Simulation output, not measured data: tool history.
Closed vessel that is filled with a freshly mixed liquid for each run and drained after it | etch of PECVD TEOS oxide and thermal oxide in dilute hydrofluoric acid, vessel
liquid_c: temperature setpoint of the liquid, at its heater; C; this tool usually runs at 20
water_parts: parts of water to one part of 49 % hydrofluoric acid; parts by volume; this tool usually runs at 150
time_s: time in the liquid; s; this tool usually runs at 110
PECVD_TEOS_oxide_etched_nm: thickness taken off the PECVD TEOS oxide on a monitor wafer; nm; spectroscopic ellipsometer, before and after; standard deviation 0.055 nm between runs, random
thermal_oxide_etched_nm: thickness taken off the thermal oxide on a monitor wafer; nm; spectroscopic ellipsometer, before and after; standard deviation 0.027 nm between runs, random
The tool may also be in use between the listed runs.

| run | hour | liquid_c | water_parts | time_s | wafers since the last listed run | hours since the thermometer was replaced | hours since the hydrofluoric acid flow meter was replaced | hours since the gauge calibration | read-back film thickness of the PECVD TEOS oxide reference wafer, read on the same gauge (nm) | read-back film thickness of the thermal oxide reference wafer, read on the same gauge (nm) | PECVD_TEOS_oxide_etched_nm | thermal_oxide_etched_nm |
|---|---|---|---|---|---|---|---|---|---|---|---|---|
| 1 | 0 | 20 | 150 | 110 | 0 | 1570.9 | 2006.2 | 470.6 | 40.01 | 70.008 | 7.99 | 2.331 |
| 2 | 11.2 | 20 | 130 | 110 | 1217 | 1582.1 | 2017.4 | 481.8 | 39.99 | 70.006 | 9.48 | 2.778 |
| 3 | 19.1 | 20 | 130 | 110 | 858 | 1590 | 2025.3 | 489.7 | 40 | 70.024 | 9.57 | 2.745 |
| 4 | 34.8 | 20 | 130 | 110 | 1706 | 1605.7 | 2041 | 505.4 | 40 | 69.993 | 9.38 | 2.779 |
|  | 42.3 | thermometer replaced |
| 5 | 51.8 | 20 | 150 | 110 | 1739 | 9.5 | 2058 | 522.4 | 40.02 | 70.005 | 8.03 | 2.345 |
| 6 | 66.1 | 20 | 190 | 90 | 1554 | 23.8 | 2072.3 | 536.7 | 40.04 | 69.971 | 4.98 | 1.439 |
|  | 74.9 | gauge calibrated |
| 7 | 79.1 | 20 | 190 | 90 | 1413 | 36.8 | 2085.3 | 4.2 | 39.99 | 69.998 | 4.92 | 1.443 |
| 8 | 89.8 | 25 | 90 | 155 | 1163 | 47.5 | 2096 | 14.9 | 40.03 | 70.017 | 24.78 | 7.23 |
|  | 96.4 | hydrofluoric acid flow meter replaced |
| 9 | 107.1 | 20 | 150 | 110 | 1771 | 64.8 | 10.7 | 32.2 | 40 | 70.006 | 9.1 | 2.639 |
| 10 | 132.3 | 17 | 115 | 160 | 2739 | 90 | 35.9 | 57.4 | 40.02 | 69.974 | 15.86 | 4.654 |
| 11 | 145.4 | 17.5 | 190 | 60 | 1423 | 103.1 | 49 | 70.5 | 39.97 | 70.05 | 3.41 | 0.997 |
| 12 | 162.8 | 20 | 225 | 75 | 1891 | 120.5 | 66.4 | 87.9 | 39.99 | 70.052 | 3.83 | 1.132 |
| 13 | 171.7 | 17 | 85 | 75 | 967 | 129.4 | 75.3 | 96.8 | 40.01 | 70.011 | 10.25 | 3.032 |
| 14 | 186.1 | 25 | 215 | 130 | 1565 | 143.8 | 89.7 | 111.2 | 39.98 | 69.98 | 8.49 | 2.463 |
| 15 | 193.1 | 22.5 | 150 | 80 | 760 | 150.8 | 96.7 | 118.2 | 40 | 70.043 | 7.32 | 2.131 |
| 16 | 202.7 | 18 | 105 | 165 | 1043 | 160.4 | 106.3 | 127.8 | 40.04 | 70.058 | 18.68 | 5.562 |
| 17 | 218.8 | 20 | 100 | 110 | 1749 | 176.5 | 122.4 | 143.9 | 39.99 | 69.987 | 14.38 | 4.141 |
| 18 | 235.6 | 20 | 150 | 110 | 1826 | 193.3 | 139.2 | 160.7 | 40.01 | 69.995 | 8.97 | 2.622 |
| 19 | 243.8 | 20 | 200 | 55 | 891 | 201.5 | 147.4 | 168.9 | 40.06 | 70.032 | 3.22 | 0.939 |
| 20 | 253.1 | 25 | 205 | 165 | 1010 | 210.8 | 156.7 | 178.2 | 39.98 | 70.028 | 11.28 | 3.309 |
| 21 | 270.1 | 24 | 85 | 140 | 1847 | 227.8 | 173.7 | 195.2 | 40.03 | 69.993 | 25.64 | 7.475 |
| 22 | 278.7 | 17 | 150 | 110 | 934 | 236.4 | 182.3 | 203.8 | 40.02 | 69.999 | 7.95 | 2.295 |
| 23 | 285.6 | 20 | 150 | 110 | 749 | 243.3 | 189.2 | 210.7 | 39.99 | 69.926 | 9.04 | 2.662 |
| 24 | 300.7 | 20 | 150 | 110 | 1641 | 258.4 | 204.3 | 225.8 | 39.98 | 70.009 | 9 | 2.636 |
| 25 | 317.7 | 20 | 150 | 110 | 1847 | 275.4 | 221.3 | 242.8 | 39.96 | 69.997 | 9.02 | 2.688 |
| 26 | 350.9 | 23.5 | 80 | 110 | 3608 | 308.6 | 254.5 | 276 | 40.02 | 70.006 | 21.22 | 6.11 |

Here are 4 independent what-if runs from the current tool condition. What would each one return?
| A | 351.6 | 20 | 150 | 110 | 76 | 309.3 | 255.2 | 276.7 | ? | ? | ? | ? |
| B | 351.6 | 21.5 | 150 | 110 | 76 | 309.3 | 255.2 | 276.7 | ? | ? | ? | ? |
| C | 351.6 | 17 | 80 | 140 | 76 | 309.3 | 255.2 | 276.7 | ? | ? | ? | ? |
| D | 351.6 | 20 | 150 | 130 | 76 | 309.3 | 255.2 | 276.7 | ? | ? | ? | ? |

| run | read-back film thickness of the PECVD TEOS oxide reference wafer, read on the same gauge (nm) | read-back film thickness of the thermal oxide reference wafer, read on the same gauge (nm) | PECVD_TEOS_oxide_etched_nm | thermal_oxide_etched_nm |
|---|---|---|---|---|
| A | 40 | 69.978 | 8.87 | 2.647 |
| B | 40 | 69.978 | 9.41 | 2.809 |
| C | 40 | 69.978 | 20.18 | 6.021 |
| D | 40 | 69.978 | 10.49 | 3.129 |
With no hidden state in the tool, these same runs would have given:
| run | PECVD_TEOS_oxide_etched_nm | thermal_oxide_etched_nm |
|---|---|---|
| A | 9.14 | 2.727 |
| B | 9.7 | 2.893 |
| C | 20.75 | 6.19 |
| D | 10.8 | 3.223 |
